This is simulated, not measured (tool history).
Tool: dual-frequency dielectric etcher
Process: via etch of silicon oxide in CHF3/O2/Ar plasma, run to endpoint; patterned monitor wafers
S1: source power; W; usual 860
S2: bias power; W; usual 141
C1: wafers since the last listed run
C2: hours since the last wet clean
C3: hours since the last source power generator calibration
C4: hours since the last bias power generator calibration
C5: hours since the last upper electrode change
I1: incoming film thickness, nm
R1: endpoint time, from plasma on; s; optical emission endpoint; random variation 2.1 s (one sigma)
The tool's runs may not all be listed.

run	hour	S1	S2	C1	C2	C3	C4	C5	I1	R1
1	0	860	141	0	496.1	2215.5	3138.3	4517.2	575.9	301.8
2	40.8	860	141	260	536.9	2256.3	3179.1	4558	571.2	302.1
# hour 80.6: wet clean of the chamber
3	89.4	860	141	157	8.8	2304.9	3227.7	4606.6	579.9	299.3
4	126.5	1020	141	237	45.9	2342	3264.8	4643.7	579.6	273
5	210.4	810	141	536	129.8	2425.9	3348.7	4727.6	583	310.8
6	272.6	810	141	397	192	2488.1	3410.9	4789.8	577.8	311.4
7	321.3	860	141	311	240.7	2536.8	3459.6	4838.5	579.8	303.1
8	395.1	860	141	471	314.5	2610.6	3533.4	4912.3	574.8	304.6
9	432.2	910	141	237	351.6	2647.7	3570.5	4949.4	576.4	296.3
# hour 464.1: bias power generator calibrated
10	518.2	910	141	523	437.6	2733.7	54.1	5035.4	576.7	297.4
# hour 569: wet clean of the chamber
11	615.1	980	141	465	46.1	2830.6	151	5132.3	585.8	283.9
12	679.8	860	166	413	110.8	2895.3	215.7	5197	576.6	285.4
# hour 736.4: upper electrode replaced
13	739.5	860	141	228	170.5	2955	275.4	3.1	571.9	298.4
14	810.4	700	130	452	241.4	3025.9	346.3	74	574.6	343.3
# hour 859.9: source power generator calibrated
15	888.9	860	141	475	319.9	29	424.8	152.5	574.6	304
16	972.6	770	141	534	403.6	112.7	508.5	236.2	572.2	323.8
# hour 1026.5: wet clean of the chamber
17	1035.9	710	167	251	9.4	176	571.8	299.5	577.8	311
18	1152.7	860	172	746	126.2	292.8	688.6	416.3	578.7	284.3
19	1254.9	860	169	652	228.4	395	790.8	518.5	575.7	286.1
20	1360.6	860	163	675	334.1	500.7	896.5	624.2	579.6	293.7
21	1464.5	960	167	663	438	604.6	1000.4	728.1	582.2	277

5 ways to go on from here, each from the tool as it stands after run 21. What would each give?
A	1465	860	109	3	438.5	605.1	1000.9	728.6	576.7	?
B	1465	1040	118	3	438.5	605.1	1000.9	728.6	576.7	?
C	1465	640	131	3	438.5	605.1	1000.9	728.6	576.7	?
D	1465	770	123	3	438.5	605.1	1000.9	728.6	576.7	?
E	1465	860	152	3	438.5	605.1	1000.9	728.6	576.7	?

run	R1
A	331.5
B	295.9
C	366.4
D	339
E	302
Without the tool's hidden state the same runs would have given:
run	R1
A	320
B	285.7
C	353.7
D	327.2
E	291.5
